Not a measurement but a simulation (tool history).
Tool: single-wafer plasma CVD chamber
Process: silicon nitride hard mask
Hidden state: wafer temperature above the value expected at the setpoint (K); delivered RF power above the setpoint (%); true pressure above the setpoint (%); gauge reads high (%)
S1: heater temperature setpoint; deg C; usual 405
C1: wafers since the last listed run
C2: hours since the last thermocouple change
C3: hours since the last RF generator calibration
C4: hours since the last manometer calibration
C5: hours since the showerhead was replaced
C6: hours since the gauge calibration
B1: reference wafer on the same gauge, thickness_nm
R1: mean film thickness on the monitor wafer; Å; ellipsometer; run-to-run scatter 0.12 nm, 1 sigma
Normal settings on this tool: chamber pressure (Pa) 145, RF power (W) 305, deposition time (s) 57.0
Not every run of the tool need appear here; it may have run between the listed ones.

run 1 hour=0.0 | S1=405 chamber_pressure_(Pa)=145 RF_power_(W)=305 deposition_time_(s)=57.0 | C1=0 C2=1239.3 C3=2083.3 C4=2100.7 C5=3748.4 C6=449.0 | B1=49.098 | R1=572.66
run 2 hour=27.2 | S1=405 chamber_pressure_(Pa)=145 RF_power_(W)=305 deposition_time_(s)=57.0 | C1=447 C2=1266.5 C3=2110.5 C4=2127.9 C5=3775.6 C6=476.2 | B1=49.103 | R1=574.30
run 3 hour=50.5 | S1=405 chamber_pressure_(Pa)=145 RF_power_(W)=305 deposition_time_(s)=57.0 | C1=383 C2=1289.8 C3=2133.8 C4=2151.2 C5=3798.9 C6=499.5 | B1=49.174 | R1=572.31
-- hour=76.9 RF generator calibrated
run 4 hour=77.4 | S1=405 chamber_pressure_(Pa)=145 RF_power_(W)=305 deposition_time_(s)=57.0 | C1=310 C2=1316.7 C3=0.5 C4=2178.1 C5=3825.8 C6=526.4 | B1=49.133 | R1=576.42
run 5 hour=99.7 | S1=405 chamber_pressure_(Pa)=145 RF_power_(W)=305 deposition_time_(s)=57.0 | C1=366 C2=1339.0 C3=22.8 C4=2200.4 C5=3848.1 C6=548.7 | B1=49.163 | R1=574.74
-- hour=157.9 thermocouple changed; heater temperature recalibrated
run 6 hour=178.6 | S1=405 chamber_pressure_(Pa)=145 RF_power_(W)=305 deposition_time_(s)=57.0 | C1=1165 C2=20.7 C3=101.7 C4=2279.3 C5=3927.0 C6=627.6 | B1=49.194 | R1=573.62
run 7 hour=192.3 | S1=405 chamber_pressure_(Pa)=145 RF_power_(W)=305 deposition_time_(s)=57.0 | C1=225 C2=34.4 C3=115.4 C4=2293.0 C5=3940.7 C6=641.3 | B1=49.194 | R1=573.65
run 8 hour=220.0 | S1=405 chamber_pressure_(Pa)=145 RF_power_(W)=305 deposition_time_(s)=57.0 | C1=455 C2=62.1 C3=143.1 C4=2320.7 C5=3968.4 C6=669.0 | B1=49.215 | R1=574.75
run 9 hour=249.5 | S1=405 chamber_pressure_(Pa)=145 RF_power_(W)=275 deposition_time_(s)=57.0 | C1=485 C2=91.6 C3=172.6 C4=2350.2 C5=3997.9 C6=698.5 | B1=49.236 | R1=520.42
run 10 hour=281.5 | S1=405 chamber_pressure_(Pa)=157 RF_power_(W)=345 deposition_time_(s)=57.0 | C1=526 C2=123.6 C3=204.6 C4=2382.2 C5=4029.9 C6=730.5 | B1=49.225 | R1=665.34
run 11 hour=316.7 | S1=405 chamber_pressure_(Pa)=145 RF_power_(W)=285 deposition_time_(s)=51.3 | C1=578 C2=158.8 C3=239.8 C4=2417.4 C5=4065.1 C6=765.7 | B1=49.191 | R1=482.29
-- hour=336.5 gauge calibrated
run 12 hour=339.4 | S1=399 chamber_pressure_(Pa)=145 RF_power_(W)=305 deposition_time_(s)=63.8 | C1=373 C2=181.5 C3=262.5 C4=2440.1 C5=4087.8 C6=2.9 | B1=48.411 | R1=635.27
run 13 hour=357.1 | S1=396 chamber_pressure_(Pa)=165 RF_power_(W)=305 deposition_time_(s)=54.0 | C1=291 C2=199.2 C3=280.2 C4=2457.8 C5=4105.5 C6=20.6 | B1=48.437 | R1=569.74
run 14 hour=372.3 | S1=413 chamber_pressure_(Pa)=145 RF_power_(W)=365 deposition_time_(s)=57.0 | C1=249 C2=214.4 C3=295.4 C4=2473.0 C5=4120.7 C6=35.8 | B1=48.500 | R1=660.05
run 15 hour=388.2 | S1=405 chamber_pressure_(Pa)=163 RF_power_(W)=305 deposition_time_(s)=62.9 | C1=261 C2=230.3 C3=311.3 C4=2488.9 C5=4136.6 C6=51.7 | B1=48.540 | R1=657.86
-- hour=423.9 showerhead replaced
-- hour=424.0 capacitance manometer re-zeroed and calibrated
run 16 hour=424.4 | S1=410 chamber_pressure_(Pa)=145 RF_power_(W)=275 deposition_time_(s)=57.0 | C1=461 C2=266.5 C3=347.5 C4=0.4 C5=0.5 C6=87.9 | B1=48.672 | R1=512.17
run 17 hour=438.4 | S1=405 chamber_pressure_(Pa)=145 RF_power_(W)=305 deposition_time_(s)=57.0 | C1=230 C2=280.5 C3=361.5 C4=14.4 C5=14.5 C6=101.9 | B1=48.640 | R1=567.54
run 18 hour=452.2 | S1=405 chamber_pressure_(Pa)=132 RF_power_(W)=305 deposition_time_(s)=65.7 | C1=226 C2=294.3 C3=375.3 C4=28.2 C5=28.3 C6=115.7 | B1=48.713 | R1=626.44
run 19 hour=464.5 | S1=405 chamber_pressure_(Pa)=124 RF_power_(W)=305 deposition_time_(s)=60.9 | C1=202 C2=306.6 C3=387.6 C4=40.5 C5=40.6 C6=128.0 | B1=48.718 | R1=560.30
run 20 hour=489.1 | S1=405 chamber_pressure_(Pa)=145 RF_power_(W)=305 deposition_time_(s)=57.0 | C1=404 C2=331.2 C3=412.2 C4=65.1 C5=65.2 C6=152.6 | B1=48.738 | R1=569.84
run 21 hour=502.9 | S1=405 chamber_pressure_(Pa)=145 RF_power_(W)=325 deposition_time_(s)=57.0 | C1=226 C2=345.0 C3=426.0 C4=78.9 C5=79.0 C6=166.4 | B1=48.809 | R1=604.88
run 22 hour=530.5 | S1=400 chamber_pressure_(Pa)=145 RF_power_(W)=305 deposition_time_(s)=57.0 | C1=453 C2=372.6 C3=453.6 C4=106.5 C5=106.6 C6=194.0 | B1=48.791 | R1=572.12
run 23 hour=590.7 | S1=405 chamber_pressure_(Pa)=145 RF_power_(W)=305 deposition_time_(s)=57.0 | C1=989 C2=432.8 C3=513.8 C4=166.7 C5=166.8 C6=254.2 | B1=48.919 | R1=570.16
run 24 hour=626.2 | S1=414 chamber_pressure_(Pa)=145 RF_power_(W)=305 deposition_time_(s)=57.0 | C1=583 C2=468.3 C3=549.3 C4=202.2 C5=202.3 C6=289.7 | B1=48.967 | R1=568.82
run 25 hour=639.2 | S1=416 chamber_pressure_(Pa)=176 RF_power_(W)=330 deposition_time_(s)=57.0 | C1=213 C2=481.3 C3=562.3 C4=215.2 C5=215.3 C6=302.7 | B1=48.990 | R1=661.42
run 26 hour=665.7 | S1=405 chamber_pressure_(Pa)=124 RF_power_(W)=305 deposition_time_(s)=60.9 | C1=435 C2=507.8 C3=588.8 C4=241.7 C5=241.8 C6=329.2 | B1=49.018 | R1=563.75
run 27 hour=696.7 | S1=396 chamber_pressure_(Pa)=145 RF_power_(W)=305 deposition_time_(s)=64.5 | C1=509 C2=538.8 C3=619.8 C4=272.7 C5=272.8 C6=360.2 | B1=48.995 | R1=650.20
run 28 hour=721.9 | S1=405 chamber_pressure_(Pa)=145 RF_power_(W)=305 deposition_time_(s)=50.9 | C1=414 C2=564.0 C3=645.0 C4=297.9 C5=298.0 C6=385.4 | B1=49.034 | R1=510.52
run 29 hour=742.9 | S1=405 chamber_pressure_(Pa)=145 RF_power_(W)=305 deposition_time_(s)=57.0 | C1=345 C2=585.0 C3=666.0 C4=318.9 C5=319.0 C6=406.4 | B1=49.035 | R1=571.88
run 30 hour=768.9 | S1=405 chamber_pressure_(Pa)=145 RF_power_(W)=285 deposition_time_(s)=57.0 | C1=427 C2=611.0 C3=692.0 C4=344.9 C5=345.0 C6=432.4 | B1=49.101 | R1=535.70

3 ways to go on from here, each from the tool as it stands after run 30. What would each give?
run A hour=769.3 | S1=405 chamber_pressure_(Pa)=145 RF_power_(W)=305 deposition_time_(s)=57.0 | C1=6 C2=611.4 C3=692.4 C4=345.3 C5=345.4 C6=432.8 | B1=? | R1=?
run B hour=769.3 | S1=391 chamber_pressure_(Pa)=155 RF_power_(W)=305 deposition_time_(s)=51.4 | C1=6 C2=611.4 C3=692.4 C4=345.3 C5=345.4 C6=432.8 | B1=? | R1=?
run C hour=769.3 | S1=405 chamber_pressure_(Pa)=167 RF_power_(W)=305 deposition_time_(s)=57.0 | C1=6 C2=611.4 C3=692.4 C4=345.3 C5=345.4 C6=432.8 | B1=? | R1=?

run=A B1=49.062 R1=573.75
run=B B1=49.062 R1=536.18
run=C B1=49.062 R1=609.58
What these runs would have given with no unlogged condition in the tool:
run=A R1=565.95
run=B R1=528.89
run=C R1=601.29
